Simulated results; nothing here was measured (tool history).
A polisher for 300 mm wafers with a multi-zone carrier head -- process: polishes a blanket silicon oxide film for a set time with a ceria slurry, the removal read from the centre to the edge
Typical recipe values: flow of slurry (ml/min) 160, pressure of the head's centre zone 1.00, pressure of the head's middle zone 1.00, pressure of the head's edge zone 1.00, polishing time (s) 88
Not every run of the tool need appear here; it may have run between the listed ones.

run,day,flow of slurry (ml/min),pressure of the head's centre zone,pressure of the head's middle zone,pressure of the head's edge zone,polishing time (s),wafers since the last listed run,wafers polished on this pad,hours since the slurry nozzle was cleaned,hours since the centre zone pressure was calibrated,hours since the edge zone pressure was calibrated,hours since the carrier head's membrane was replaced,"incoming thickness of the incoming film, nm",film removed at the wafer's centre (nm),film removed at mid-radius (nm),film removed at the wafer's edge (nm)
1,0.000,160,1.00,1.00,1.00,88,0,1168,116.5,850.2,1399.8,1999.7,1495.5,315.6,356.0,368.0
2,1.171,160,1.00,1.00,1.00,88,202,1371,144.6,878.3,1427.9,2027.8,1451.7,310.7,356.9,356.1
3,1.842,160,1.00,0.94,1.00,88,116,1487,160.7,894.4,1444.0,2043.9,1443.7,310.2,334.8,368.0
# day 2.100: worn pad replaced by a new one
4,3.133,115,1.00,1.00,1.00,88,194,179,191.7,925.4,1475.0,2074.9,1436.8,280.3,320.9,347.7
5,3.850,160,1.00,0.92,1.00,114,124,303,208.9,942.6,1492.2,2092.1,1456.4,406.6,429.5,477.4
# day 4.671: carrier head's membrane replaced by a new one
# day 6.521: edge zone pressure recalibrated
6,8.083,160,1.00,1.12,1.00,64,682,986,310.5,1044.2,37.5,81.9,1466.2,220.7,287.7,265.5
# day 8.396: slurry nozzle cleaned
7,8.679,135,1.00,1.00,1.05,68,96,1082,6.8,1058.5,51.8,96.2,1467.5,229.7,261.3,279.7
8,9.633,160,1.00,1.00,0.93,88,165,1247,29.7,1081.4,74.7,119.1,1495.5,305.1,355.0,359.9
# day 10.388: worn pad replaced by a new one
9,10.500,115,0.94,0.97,1.00,67,121,19,50.5,1102.2,95.5,139.9,1452.2,200.1,247.8,263.1
10,13.446,160,0.93,0.92,1.00,71,510,529,121.2,1172.9,166.2,210.6,1480.0,227.7,267.3,290.5
11,14.725,160,1.00,1.00,1.00,118,221,751,151.9,1203.6,196.9,241.3,1476.7,402.7,468.0,494.8
12,15.633,160,1.00,1.00,1.00,88,157,908,173.7,1225.4,218.7,263.1,1461.7,307.5,355.9,369.7
# day 16.533: centre zone pressure recalibrated
13,16.904,110,1.00,1.00,1.00,88,205,1114,204.2,8.9,249.2,293.6,1461.7,312.3,325.6,346.3
14,17.783,160,1.00,0.97,1.08,88,152,1266,225.3,30.0,270.3,314.7,1468.9,348.8,340.2,374.8
15,18.871,160,1.00,1.00,1.00,88,188,1454,251.4,56.1,296.4,340.8,1449.0,346.2,356.7,364.8
16,19.667,175,1.08,1.00,1.00,88,137,1592,270.5,75.2,315.5,359.9,1471.2,389.4,356.7,367.7
# day 20.375: slurry nozzle cleaned
# day 20.842: worn pad replaced by a new one
17,21.142,160,1.04,0.94,1.11,64,219,51,18.4,110.6,350.9,395.3,1494.6,263.1,240.7,277.1
18,22.425,160,1.00,1.00,1.00,88,222,274,49.2,141.4,381.7,426.1,1472.6,347.6,346.6,367.2
19,25.842,160,1.00,1.00,1.00,88,591,865,131.2,223.4,463.7,508.1,1467.8,347.1,348.0,361.9
20,26.400,160,0.92,1.00,1.00,71,96,962,144.6,236.8,477.1,521.5,1449.4,250.6,283.7,300.9
21,27.429,160,1.00,1.10,0.90,110,178,1140,169.3,261.5,501.8,546.2,1491.2,422.1,481.6,450.4
22,28.704,215,1.00,1.00,1.00,88,220,1361,199.9,292.1,532.4,576.8,1474.1,361.9,374.9,378.7
# day 29.358: worn pad replaced by a new one
23,29.896,160,0.91,1.04,0.96,66,177,92,228.5,320.7,561.0,605.4,1459.8,231.5,270.9,266.4

Below, some changes in film removed at the wafer's centre (nm) between adjacent runs. For each, the amount present without the hidden state too (settings, incoming material, random variation) and the amount remaining for the hidden state with gauge scatter not shared by both compared results:
The hidden state here: removal rate lost through wear of the pad, %; slurry flow missing at the pad, %; deviation of the centre zone's pressure from its setpoint, %; deviation of the edge zone's pressure from its setpoint, %.
Run 5 -> 6: pressure of the head's middle zone 0.92 -> 1.12, polishing time (s) 114 -> 64, carrier head's membrane replaced by a new one, edge zone pressure recalibrated. film removed at the wafer's centre (nm) -185.9: hidden state +19.9, all else -205.8.
Run 10 -> 11: pressure of the head's centre zone 0.93 -> 1.00, pressure of the head's middle zone 0.92 -> 1.00, polishing time (s) 71 -> 118. film removed at the wafer's centre (nm) +175.0: hidden state -27.8, all else +202.8.
Run 12 -> 13: flow of slurry (ml/min) 160 -> 110, centre zone pressure recalibrated. film removed at the wafer's centre (nm) +4.8: hidden state +49.9, all else -45.1.
